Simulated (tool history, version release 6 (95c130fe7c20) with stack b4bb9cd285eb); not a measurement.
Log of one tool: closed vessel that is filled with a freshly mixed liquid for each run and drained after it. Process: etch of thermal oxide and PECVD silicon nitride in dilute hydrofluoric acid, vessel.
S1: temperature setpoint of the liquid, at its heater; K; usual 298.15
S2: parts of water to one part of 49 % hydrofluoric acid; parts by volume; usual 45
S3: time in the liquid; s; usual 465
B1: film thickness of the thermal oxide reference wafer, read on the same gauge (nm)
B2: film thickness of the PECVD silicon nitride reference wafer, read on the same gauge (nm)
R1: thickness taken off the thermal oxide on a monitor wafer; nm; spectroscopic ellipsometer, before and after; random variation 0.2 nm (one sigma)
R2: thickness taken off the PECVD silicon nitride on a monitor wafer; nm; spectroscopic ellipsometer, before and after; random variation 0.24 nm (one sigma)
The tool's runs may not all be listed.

run 1 hour=0.0 | S1=298.15 S2=45 S3=550 | B1=150.00 B2=149.99 | R1=62.91 R2=25.41
run 2 hour=29.6 | S1=298.15 S2=45 S3=550 | B1=150.00 B2=149.94 | R1=63.26 R2=25.43
run 3 hour=42.8 | S1=298.15 S2=45 S3=370 | B1=149.99 B2=149.96 | R1=42.23 R2=16.71
run 4 hour=55.2 | S1=298.15 S2=45 S3=595 | B1=150.01 B2=149.97 | R1=67.77 R2=27.23
run 5 hour=75.5 | S1=294.15 S2=50 S3=285 | B1=150.01 B2=150.03 | R1=24.66 R2=8.89
run 6 hour=108.0 | S1=298.15 S2=45 S3=465 | B1=150.01 B2=149.96 | R1=52.86 R2=21.04
run 7 hour=121.0 | S1=298.15 S2=45 S3=465 | B1=149.97 B2=150.01 | R1=52.71 R2=20.91
-- hour=134.7 hydrofluoric acid flow meter replaced
run 8 hour=135.8 | S1=298.15 S2=45 S3=465 | B1=149.96 B2=149.99 | R1=53.12 R2=21.03
run 9 hour=157.6 | S1=298.15 S2=45 S3=465 | B1=150.01 B2=149.99 | R1=53.00 R2=21.09
run 10 hour=191.2 | S1=298.15 S2=35 S3=595 | B1=150.00 B2=150.01 | R1=87.65 R2=34.50
-- hour=208.7 thermometer replaced
run 11 hour=213.7 | S1=300.65 S2=25 S3=245 | B1=150.02 B2=150.00 | R1=62.66 R2=26.45
run 12 hour=247.9 | S1=303.15 S2=45 S3=465 | B1=150.01 B2=150.00 | R1=70.35 R2=33.93
run 13 hour=269.4 | S1=298.15 S2=45 S3=465 | B1=150.00 B2=149.94 | R1=57.75 R2=24.08
run 14 hour=289.4 | S1=293.65 S2=45 S3=465 | B1=149.99 B2=149.98 | R1=47.73 R2=17.53
run 15 hour=314.1 | S1=298.15 S2=45 S3=465 | B1=150.03 B2=149.97 | R1=57.51 R2=24.27
run 16 hour=327.2 | S1=298.15 S2=30 S3=465 | B1=150.03 B2=150.01 | R1=87.99 R2=35.55
run 17 hour=339.5 | S1=298.15 S2=45 S3=465 | B1=149.99 B2=149.94 | R1=57.44 R2=24.15
run 18 hour=367.0 | S1=298.15 S2=55 S3=465 | B1=150.00 B2=150.01 | R1=46.16 R2=19.96
run 19 hour=463.3 | S1=295.65 S2=25 S3=305 | B1=149.99 B2=150.00 | R1=62.78 R2=23.49
run 20 hour=480.8 | S1=298.15 S2=60 S3=465 | B1=150.00 B2=150.01 | R1=42.13 R2=18.15
run 21 hour=500.0 | S1=302.65 S2=45 S3=235 | B1=150.00 B2=150.02 | R1=34.65 R2=16.33
run 22 hour=523.6 | S1=294.65 S2=35 S3=550 | B1=149.96 B2=150.00 | R1=75.96 R2=28.84
run 23 hour=552.4 | S1=294.65 S2=25 S3=285 | B1=150.02 B2=149.98 | R1=55.96 R2=20.47
run 24 hour=584.6 | S1=302.15 S2=45 S3=610 | B1=150.00 B2=150.00 | R1=87.92 R2=40.53

Some steps in R1 between neighbouring runs. How much of each would the tool show without its hidden state too (settings, what came in, random variation), and how much is left for the hidden state, with any gauge scatter that isn't in both results?
The hidden state here: liquid colder than its thermometer reads (K); hydrofluoric acid flow above the setpoint (%); gauge reads high (%).
Run 4 -> 5: S1 298.15 -> 294.15, S2 45 -> 50, S3 595 -> 285. R1 -43.11 nm: hidden state +3.82, all else -46.93.
Run 10 -> 11: S1 298.15 -> 300.65, S2 35 -> 25, S3 595 -> 245, thermometer replaced. R1 -24.99 nm: hidden state +8.49, all else -33.48.
Run 21 -> 22: S1 302.65 -> 294.65, S2 45 -> 35, S3 235 -> 550. R1 +41.31 nm: hidden state -0.70, all else +42.01.

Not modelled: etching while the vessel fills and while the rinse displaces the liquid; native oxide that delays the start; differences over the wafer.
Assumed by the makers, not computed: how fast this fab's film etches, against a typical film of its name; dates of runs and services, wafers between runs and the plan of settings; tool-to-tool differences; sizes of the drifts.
